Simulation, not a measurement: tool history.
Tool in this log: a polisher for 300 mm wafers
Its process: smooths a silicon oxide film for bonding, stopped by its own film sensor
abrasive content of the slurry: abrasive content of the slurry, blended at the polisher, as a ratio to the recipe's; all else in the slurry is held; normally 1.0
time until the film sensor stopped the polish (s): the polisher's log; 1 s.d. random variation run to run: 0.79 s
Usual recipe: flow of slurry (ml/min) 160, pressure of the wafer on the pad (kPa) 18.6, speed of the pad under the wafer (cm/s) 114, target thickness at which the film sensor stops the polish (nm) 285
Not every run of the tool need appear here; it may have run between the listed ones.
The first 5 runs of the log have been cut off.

run,hour,flow of slurry (ml/min),pressure of the wafer on the pad (kPa),speed of the pad under the wafer (cm/s),abrasive content of the slurry,target thickness at which the film sensor stops the polish (nm),wafers since the last listed run,wafers polished on this pad,hours since the slurry nozzle was cleaned,hours since the head pressure was calibrated,hours since the slurry blender was calibrated,"incoming thickness of the incoming film, nm",time until the film sensor stopped the polish (s)
6,304.2,160,23.4,114,1.0,285,294,3422,643.1,376.6,377.3,342.7,44.2
# hour 341.2: slurry blender recalibrated
# hour 355.7: slurry nozzle cleaned
7,368.6,160,18.6,114,1.0,285,458,3880,12.9,441.0,27.4,340.0,50.8
# hour 382.9: worn pad replaced by a new one
8,438.1,160,18.6,114,1.0,285,489,412,82.4,510.5,96.9,340.8,51.4
9,654.4,160,18.6,114,1.0,285,1615,2027,298.7,726.8,313.2,345.9,54.7
10,730.6,160,20.7,114,1.0,285,568,2596,374.9,803.0,389.4,338.3,43.2
# hour 780.4: slurry blender recalibrated
# hour 817.7: worn pad replaced by a new one
11,849.5,160,18.6,114,1.0,285,843,237,493.8,921.9,69.1,335.0,41.9
12,918.3,160,18.6,114,1.0,285,513,751,562.6,990.7,137.9,338.7,46.2
# hour 926.6: slurry nozzle cleaned
# hour 953.4: head pressure recalibrated
13,981.8,160,18.6,92,1.0,285,451,1203,55.2,28.4,201.4,334.5,55.1
14,1019.3,160,18.6,92,1.0,285,280,1483,92.7,65.9,238.9,346.2,70.6
15,1076.2,200,18.6,130,1.1,285,424,1908,149.6,122.8,295.8,342.3,45.3
16,1231.6,160,18.6,114,1.0,285,1160,3068,305.0,278.2,451.2,335.0,45.5
17,1312.0,200,23.4,114,1.0,285,600,3668,385.4,358.6,531.6,336.0,37.9
# hour 1318.3: slurry blender recalibrated
# hour 1353.2: worn pad replaced by a new one
18,1370.1,160,18.6,114,1.0,285,389,125,443.5,416.7,51.8,340.3,48.9

Forecast run 19:
19,1409.6,160,22.8,142,1.0,285,294,420,483.0,456.2,91.3,344.5,?

time until the film sensor stopped the polish (s): 37.7
On a tool with no hidden condition, and with the same random variation, this run would have come out at time until the film sensor stopped the polish (s) 39.0.

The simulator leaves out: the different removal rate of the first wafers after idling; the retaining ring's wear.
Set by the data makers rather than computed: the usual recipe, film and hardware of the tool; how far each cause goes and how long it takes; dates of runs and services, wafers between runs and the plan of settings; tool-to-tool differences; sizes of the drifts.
